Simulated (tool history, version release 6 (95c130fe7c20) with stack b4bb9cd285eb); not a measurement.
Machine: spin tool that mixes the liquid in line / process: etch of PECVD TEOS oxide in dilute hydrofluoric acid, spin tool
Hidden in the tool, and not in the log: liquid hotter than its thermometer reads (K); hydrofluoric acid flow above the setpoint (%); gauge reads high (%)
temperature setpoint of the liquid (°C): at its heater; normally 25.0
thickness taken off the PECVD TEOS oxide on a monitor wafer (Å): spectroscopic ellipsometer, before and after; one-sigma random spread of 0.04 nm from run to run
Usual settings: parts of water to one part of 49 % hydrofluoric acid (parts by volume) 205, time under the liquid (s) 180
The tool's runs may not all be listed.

| run | day | temperature setpoint of the liquid (°C) | parts of water to one part of 49 % hydrofluoric acid (parts by volume) | time under the liquid (s) | wafers since the last listed run | hours since the thermometer was replaced | hours since the hydrofluoric acid flow meter was replaced | hours since the gauge calibration | read-back film thickness of the PECVD TEOS oxide reference wafer, read on the same gauge (nm) | thickness taken off the PECVD TEOS oxide on a monitor wafer (Å) |
|---|---|---|---|---|---|---|---|---|---|---|
| 1 | 0.000 | 25.0 | 205 | 180 | 0 | 796.8 | 1204.1 | 726.1 | 29.97 | 106.7 |
| 2 | 1.100 | 21.0 | 205 | 180 | 183 | 823.2 | 1230.5 | 752.5 | 30.04 | 92.0 |
| 3 | 2.458 | 21.0 | 205 | 180 | 226 | 855.8 | 1263.1 | 785.1 | 29.98 | 92.0 |
| 4 | 5.258 | 25.0 | 205 | 180 | 467 | 923.0 | 1330.3 | 852.3 | 30.02 | 106.8 |
| 5 | 8.238 | 25.0 | 205 | 180 | 497 | 994.5 | 1401.8 | 923.8 | 29.99 | 107.0 |
| 6 | 9.300 | 25.0 | 205 | 180 | 177 | 1020.0 | 1427.3 | 949.3 | 30.00 | 107.2 |
| 7 | 10.721 | 25.0 | 205 | 180 | 237 | 1054.1 | 1461.4 | 983.4 | 30.01 | 106.6 |
| 8 | 12.800 | 25.0 | 205 | 180 | 347 | 1104.0 | 1511.3 | 1033.3 | 30.00 | 107.8 |
| 9 | 14.621 | 25.0 | 205 | 180 | 304 | 1147.7 | 1555.0 | 1077.0 | 30.01 | 106.9 |
| 10 | 16.892 | 25.0 | 205 | 180 | 379 | 1202.2 | 1609.5 | 1131.5 | 29.98 | 107.5 |
| 11 | 18.308 | 25.0 | 155 | 180 | 236 | 1236.2 | 1643.5 | 1165.5 | 30.01 | 150.1 |
|  | 18.938 | gauge calibrated |
|  | 21.667 | hydrofluoric acid flow meter replaced |
| 12 | 23.312 | 25.0 | 155 | 180 | 829 | 1356.3 | 39.5 | 105.0 | 29.99 | 151.5 |
| 13 | 29.288 | 25.0 | 205 | 180 | 998 | 1499.7 | 182.9 | 248.4 | 29.99 | 108.1 |
| 14 | 31.054 | 23.5 | 250 | 180 | 295 | 1542.1 | 225.3 | 290.8 | 29.98 | 80.4 |
| 15 | 33.854 | 25.0 | 175 | 180 | 467 | 1609.3 | 292.5 | 358.0 | 30.00 | 130.7 |
|  | 35.021 | thermometer replaced |
| 16 | 36.367 | 25.0 | 275 | 180 | 412 | 32.3 | 352.8 | 418.3 | 30.03 | 72.8 |
| 17 | 37.442 | 20.5 | 105 | 140 | 179 | 58.1 | 378.6 | 444.1 | 29.98 | 150.6 |
| 18 | 39.608 | 25.0 | 205 | 180 | 362 | 110.1 | 430.6 | 496.1 | 30.01 | 105.5 |
| 19 | 41.921 | 27.0 | 295 | 115 | 386 | 165.6 | 486.1 | 551.6 | 30.00 | 45.5 |
| 20 | 46.529 | 29.0 | 175 | 180 | 770 | 276.2 | 596.7 | 662.2 | 29.99 | 148.3 |
| 21 | 48.362 | 25.0 | 205 | 180 | 306 | 320.2 | 640.7 | 706.2 | 30.01 | 105.5 |
| 22 | 50.862 | 23.5 | 205 | 180 | 417 | 380.2 | 700.7 | 766.2 | 30.02 | 99.9 |
| 23 | 53.679 | 25.0 | 205 | 180 | 470 | 447.8 | 768.3 | 833.8 | 30.00 | 105.5 |
| 24 | 56.612 | 25.0 | 300 | 180 | 490 | 518.2 | 838.7 | 904.2 | 29.96 | 65.4 |

Forecast each of these 3 alternatives for the next run:
| A | 56.633 | 25.0 | 205 | 180 | 3 | 518.7 | 839.2 | 904.7 | ? | ? |
| B | 56.633 | 21.0 | 135 | 180 | 3 | 518.7 | 839.2 | 904.7 | ? | ? |
| C | 56.633 | 29.0 | 205 | 235 | 3 | 518.7 | 839.2 | 904.7 | ? | ? |

| run | read-back film thickness of the PECVD TEOS oxide reference wafer, read on the same gauge (nm) | thickness taken off the PECVD TEOS oxide on a monitor wafer (Å) |
|---|---|---|
| A | 29.99 | 106.1 |
| B | 29.99 | 149.5 |
| C | 29.99 | 159.6 |
Take away the tool's hidden state, keep each run's random variation, and the runs would have read:
| run | thickness taken off the PECVD TEOS oxide on a monitor wafer (Å) |
|---|---|
| A | 104.5 |
| B | 147.0 |
| C | 157.3 |
